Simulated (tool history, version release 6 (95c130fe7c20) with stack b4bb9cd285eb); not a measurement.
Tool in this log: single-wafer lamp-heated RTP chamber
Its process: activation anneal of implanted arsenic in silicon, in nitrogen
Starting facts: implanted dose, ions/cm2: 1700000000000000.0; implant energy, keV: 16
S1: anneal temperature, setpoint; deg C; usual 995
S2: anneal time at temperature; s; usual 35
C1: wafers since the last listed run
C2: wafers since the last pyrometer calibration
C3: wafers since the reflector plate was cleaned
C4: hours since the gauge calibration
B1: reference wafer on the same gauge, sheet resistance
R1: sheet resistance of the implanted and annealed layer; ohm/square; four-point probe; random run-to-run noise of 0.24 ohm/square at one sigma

Run 1, day 0.000: usual settings; C1 0; C2 481; C3 1960; C4 15.2; B1 114.94. Result: R1 100.73 ohm/square.
Run 2, day 3.496: usual settings; C1 1025; C2 1507; C3 2986; C4 99.1; B1 115.03. Result: R1 100.30 ohm/square.
Run 3, day 4.850: usual settings; C1 397; C2 1904; C3 3384; C4 131.6; B1 114.91. Result: R1 100.18 ohm/square.
Run 4, day 5.808: usual settings but S1 974 deg C; C1 281; C2 2186; C3 3665; C4 154.6; B1 114.94. Result: R1 113.35 ohm/square.
At day 6.242: pyrometer window cleaned and pyrometer calibrated.
Run 5, day 7.167: usual settings; C1 300; C2 270; C3 3966; C4 187.2; B1 114.94. Result: R1 100.14 ohm/square.
Run 6, day 8.475: usual settings but S2 44 s; C1 383; C2 654; C3 4350; C4 218.6; B1 115.01. Result: R1 95.61 ohm/square.
Run 7, day 9.767: usual settings but S2 44 s; C1 379; C2 1033; C3 4729; C4 249.6; B1 114.99. Result: R1 95.19 ohm/square.
Run 8, day 11.075: usual settings; C1 383; C2 1417; C3 5113; C4 281.0; B1 115.07. Result: R1 99.79 ohm/square.
Run 9, day 11.725: usual settings; C1 190; C2 1608; C3 5303; C4 296.6; B1 115.09. Result: R1 100.16 ohm/square.
At day 12.633: pyrometer window cleaned and pyrometer calibrated.
Run 10, day 12.879: usual settings but S1 979 deg C, S2 53 s; C1 240; C2 72; C3 5544; C4 324.3; B1 115.02. Result: R1 101.17 ohm/square.
Run 11, day 13.817: usual settings but S1 977 deg C, S2 44 s; C1 275; C2 347; C3 5819; C4 346.8; B1 114.93. Result: R1 105.72 ohm/square.
At day 13.983: gauge calibrated.
Run 12, day 14.604: usual settings; C1 231; C2 578; C3 6050; C4 14.9; B1 115.02. Result: R1 99.99 ohm/square.
Run 13, day 15.971: usual settings but S1 1023 deg C, S2 29 s; C1 401; C2 979; C3 6452; C4 47.7; B1 114.92. Result: R1 88.50 ohm/square.

Run 14 is up next; what results do you expect?
Run 14, day 17.196: usual settings but S1 1011 deg C, S2 52 s; C1 359; C2 1338; C3 6811; C4 77.1; B1 ?. Result: R1 ?.

Run 14 yielded B1 114.99, R1 83.81 ohm/square.
If the tool had no hidden condition, the same run with the same run-to-run variation would have returned R1 85.11 ohm/square.

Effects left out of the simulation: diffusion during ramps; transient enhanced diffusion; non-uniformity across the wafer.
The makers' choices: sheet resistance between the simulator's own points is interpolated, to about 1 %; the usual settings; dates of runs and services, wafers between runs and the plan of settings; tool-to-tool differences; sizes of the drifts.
